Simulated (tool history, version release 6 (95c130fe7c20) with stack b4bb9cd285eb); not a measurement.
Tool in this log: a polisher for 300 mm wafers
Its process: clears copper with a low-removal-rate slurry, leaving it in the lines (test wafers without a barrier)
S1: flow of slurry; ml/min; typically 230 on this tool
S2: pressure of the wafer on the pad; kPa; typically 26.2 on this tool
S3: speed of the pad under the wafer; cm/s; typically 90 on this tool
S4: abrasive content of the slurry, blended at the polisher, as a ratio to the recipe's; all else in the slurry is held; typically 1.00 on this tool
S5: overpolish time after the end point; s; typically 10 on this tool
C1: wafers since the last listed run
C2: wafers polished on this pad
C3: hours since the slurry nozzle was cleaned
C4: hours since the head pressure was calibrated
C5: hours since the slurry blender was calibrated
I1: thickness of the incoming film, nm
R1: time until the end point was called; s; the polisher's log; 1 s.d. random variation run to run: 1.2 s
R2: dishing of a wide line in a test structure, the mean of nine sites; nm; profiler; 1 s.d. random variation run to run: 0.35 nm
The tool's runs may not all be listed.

run	hour	S1	S2	S3	S4	S5	C1	C2	C3	C4	C5	I1	R1	R2
1	0.0	280	33.1	90	1.00	10	0	64	290.3	255.2	142.3	264.2	56.8	17.2
# hour 17.3: slurry nozzle cleaned
2	35.2	280	33.1	90	1.00	10	267	331	17.9	290.4	177.5	263.4	51.8	17.7
3	48.0	230	26.2	90	1.00	10	99	431	30.7	303.2	190.3	264.2	65.7	16.0
4	59.5	230	26.2	90	1.00	10	89	521	42.2	314.7	201.8	264.0	66.8	16.1
5	71.5	230	26.2	90	0.85	10	93	614	54.2	326.7	213.8	263.9	70.1	15.9
6	83.1	230	26.2	90	1.00	10	90	705	65.8	338.3	225.4	264.1	66.9	16.1
7	99.9	230	26.2	90	1.00	10	131	836	82.6	355.1	242.2	265.1	68.2	16.4
8	106.1	230	26.2	84	1.00	10	48	885	88.8	361.3	248.4	264.7	73.6	15.9
9	147.6	230	26.2	90	1.00	10	324	1209	130.3	402.8	289.9	261.8	66.3	15.6
# hour 158.2: worn pad replaced by a new one
10	158.7	230	26.2	90	1.00	10	55	4	141.4	413.9	301.0	267.2	70.4	15.5
11	169.3	230	26.2	90	1.00	10	82	86	152.0	424.5	311.6	268.4	70.9	15.8
12	184.6	230	26.2	90	1.00	10	119	206	167.3	439.8	326.9	264.7	69.1	15.7
13	195.4	230	26.2	90	1.00	10	84	290	178.1	450.6	337.7	260.6	69.1	15.9
14	207.1	280	33.1	90	1.00	10	91	382	189.8	462.3	349.4	264.8	54.8	18.1
15	223.3	230	26.2	90	1.00	10	126	508	206.0	478.5	365.6	264.9	69.7	15.9
16	232.5	275	26.2	104	1.10	4	71	580	215.2	487.7	374.8	264.9	58.1	10.6
17	240.9	230	26.2	90	1.00	10	65	645	223.6	496.1	383.2	267.8	71.6	15.4
18	254.0	230	26.2	90	1.00	10	102	748	236.7	509.2	396.3	270.4	70.9	15.8
19	271.5	230	31.0	104	1.00	6	136	884	254.2	526.7	413.8	263.9	51.8	14.6
20	286.4	295	26.2	76	1.00	8	116	1001	269.1	541.6	428.7	266.9	79.9	13.2
# hour 291.0: slurry nozzle cleaned
# hour 292.3: slurry blender recalibrated
# hour 294.0: head pressure recalibrated
21	298.2	230	29.6	78	1.25	15	60	1061	7.2	4.2	5.9	267.0	60.3	19.5
22	308.9	230	17.2	90	1.10	7	83	1145	17.9	14.9	16.6	259.7	96.8	10.4
23	333.2	230	26.2	74	0.90	10	189	1335	42.2	39.2	40.9	265.0	82.3	14.7
# hour 364.2: worn pad replaced by a new one
24	364.7	230	26.2	90	1.00	6	214	3	73.7	70.7	72.4	266.2	69.3	12.9
25	371.6	290	26.2	70	1.00	10	53	57	80.6	77.6	79.3	264.3	78.1	14.7
26	413.8	230	30.3	118	0.75	12	329	386	122.8	119.8	121.5	261.9	50.3	18.9
27	425.4	230	19.3	106	1.00	10	90	477	134.4	131.4	133.1	269.5	81.2	14.6

5 ways to go on from here, each from the tool as it stands after run 27. What would each give?
A	425.9	170	26.2	90	1.00	10	3	481	134.9	131.9	133.6	266.9	?	?
B	425.9	230	26.2	90	1.00	15	3	481	134.9	131.9	133.6	266.9	?	?
C	425.9	230	26.2	90	1.00	5	3	481	134.9	131.9	133.6	266.9	?	?
D	425.9	205	17.9	90	1.00	4	3	481	134.9	131.9	133.6	266.9	?	?
E	425.9	155	26.2	90	0.80	14	3	481	134.9	131.9	133.6	266.9	?	?

run	R1	R2
A	76.6	15.7
B	72.1	18.7
C	72.1	10.8
D	107.7	6.7
E	85.4	17.3
What these runs would have given with no unlogged condition in the tool:
run	R1	R2
A	70.7	16.3
B	67.8	19.0
C	67.8	11.3
D	100.6	7.1
E	78.2	17.8
